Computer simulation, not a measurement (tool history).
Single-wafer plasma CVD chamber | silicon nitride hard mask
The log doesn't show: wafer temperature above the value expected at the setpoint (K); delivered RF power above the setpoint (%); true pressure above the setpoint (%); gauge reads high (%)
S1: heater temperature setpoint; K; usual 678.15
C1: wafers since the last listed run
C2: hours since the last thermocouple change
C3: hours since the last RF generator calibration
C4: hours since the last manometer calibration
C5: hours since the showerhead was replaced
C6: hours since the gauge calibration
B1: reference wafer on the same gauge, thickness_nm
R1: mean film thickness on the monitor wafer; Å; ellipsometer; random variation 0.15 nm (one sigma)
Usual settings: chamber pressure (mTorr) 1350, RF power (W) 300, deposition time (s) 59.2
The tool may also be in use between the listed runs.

run 1 hour=0.0 | S1=669.15 chamber_pressure_(mTorr)=1350 RF_power_(W)=300 deposition_time_(s)=59.2 | C1=0 C2=1497.5 C3=1124.2 C4=2591.1 C5=6086.8 C6=161.2 | B1=71.447 | R1=583.73
run 2 hour=12.3 | S1=669.15 chamber_pressure_(mTorr)=1350 RF_power_(W)=300 deposition_time_(s)=59.2 | C1=157 C2=1509.8 C3=1136.5 C4=2603.4 C5=6099.1 C6=173.5 | B1=71.465 | R1=581.73
run 3 hour=18.3 | S1=678.15 chamber_pressure_(mTorr)=1350 RF_power_(W)=300 deposition_time_(s)=59.2 | C1=76 C2=1515.8 C3=1142.5 C4=2609.4 C5=6105.1 C6=179.5 | B1=71.514 | R1=581.37
run 4 hour=28.7 | S1=678.15 chamber_pressure_(mTorr)=1350 RF_power_(W)=300 deposition_time_(s)=59.2 | C1=133 C2=1526.2 C3=1152.9 C4=2619.8 C5=6115.5 C6=189.9 | B1=71.500 | R1=580.79
run 5 hour=46.6 | S1=678.15 chamber_pressure_(mTorr)=1350 RF_power_(W)=300 deposition_time_(s)=52.1 | C1=229 C2=1544.1 C3=1170.8 C4=2637.7 C5=6133.4 C6=207.8 | B1=71.561 | R1=511.88
run 6 hour=53.7 | S1=678.15 chamber_pressure_(mTorr)=1350 RF_power_(W)=300 deposition_time_(s)=52.1 | C1=90 C2=1551.2 C3=1177.9 C4=2644.8 C5=6140.5 C6=214.9 | B1=71.453 | R1=510.35
run 7 hour=65.6 | S1=678.15 chamber_pressure_(mTorr)=1350 RF_power_(W)=300 deposition_time_(s)=59.2 | C1=152 C2=1563.1 C3=1189.8 C4=2656.7 C5=6152.4 C6=226.8 | B1=71.508 | R1=582.82
-- hour=81.2 RF generator calibrated
run 8 hour=81.7 | S1=678.15 chamber_pressure_(mTorr)=1350 RF_power_(W)=345 deposition_time_(s)=59.2 | C1=103 C2=1579.2 C3=0.5 C4=2672.8 C5=6168.5 C6=242.9 | B1=71.462 | R1=617.15
run 9 hour=93.0 | S1=678.15 chamber_pressure_(mTorr)=1350 RF_power_(W)=345 deposition_time_(s)=59.2 | C1=144 C2=1590.5 C3=11.8 C4=2684.1 C5=6179.8 C6=254.2 | B1=71.540 | R1=618.77
run 10 hour=107.2 | S1=678.15 chamber_pressure_(mTorr)=1350 RF_power_(W)=345 deposition_time_(s)=59.2 | C1=181 C2=1604.7 C3=26.0 C4=2698.3 C5=6194.0 C6=268.4 | B1=71.514 | R1=615.47

Forecast run 11:
-- hour=121.2 RF generator calibrated, repeated, since the last time left the tool worse
run 11 hour=121.7 | S1=672.15 chamber_pressure_(mTorr)=1350 RF_power_(W)=300 deposition_time_(s)=59.2 | C1=83 C2=1619.2 C3=0.5 C4=2712.8 C5=6208.5 C6=282.9 | B1=? | R1=?

{"run 11": {"B1": 71.515, "R1": 607.72}}
Without the tool's hidden state the same run would have given R1 608.26 Å.
